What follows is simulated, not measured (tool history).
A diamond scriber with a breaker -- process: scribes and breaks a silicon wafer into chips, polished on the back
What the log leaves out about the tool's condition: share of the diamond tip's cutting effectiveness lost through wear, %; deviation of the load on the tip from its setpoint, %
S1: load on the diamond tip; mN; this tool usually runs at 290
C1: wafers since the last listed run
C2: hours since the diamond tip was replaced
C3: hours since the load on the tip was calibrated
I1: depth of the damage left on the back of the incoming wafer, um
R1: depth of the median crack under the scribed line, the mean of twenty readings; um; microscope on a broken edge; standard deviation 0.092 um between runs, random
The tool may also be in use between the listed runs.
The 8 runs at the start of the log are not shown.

run	hour	S1	C1	C2	C3	I1	R1
9	576.9	290	244	109.9	1323.4	0.04	10.66
10	683.4	336	257	216.4	1429.9	0.05	11.54
11	758.2	336	181	291.2	1504.7	0.03	11.35
12	799.6	315	100	332.6	1546.1	0.04	11.24
13	868.1	315	165	401.1	1614.6	0.03	11.24
14	925.7	315	139	458.7	1672.2	0.02	11.54
# hour 999.9: diamond tip replaced by a new one
15	1031.7	290	251	31.8	1778.2	0.05	10.93
# hour 1117.0: load on the tip recalibrated
16	1129.1	290	231	129.2	12.1	0.02	10.37
17	1181.4	290	126	181.5	64.4	0.02	10.46
18	1220.9	258	95	221.0	103.9	0.03	9.95
19	1274.6	228	130	274.7	157.6	0.02	9.63

Run 20 comes next. What will it give?
20	1359.3	349	205	359.4	242.3	0.04	?

Run 20 measured R1 11.16 um.
If the tool had no hidden condition, the same run with the same run-to-run variation would have returned R1 11.04 um.
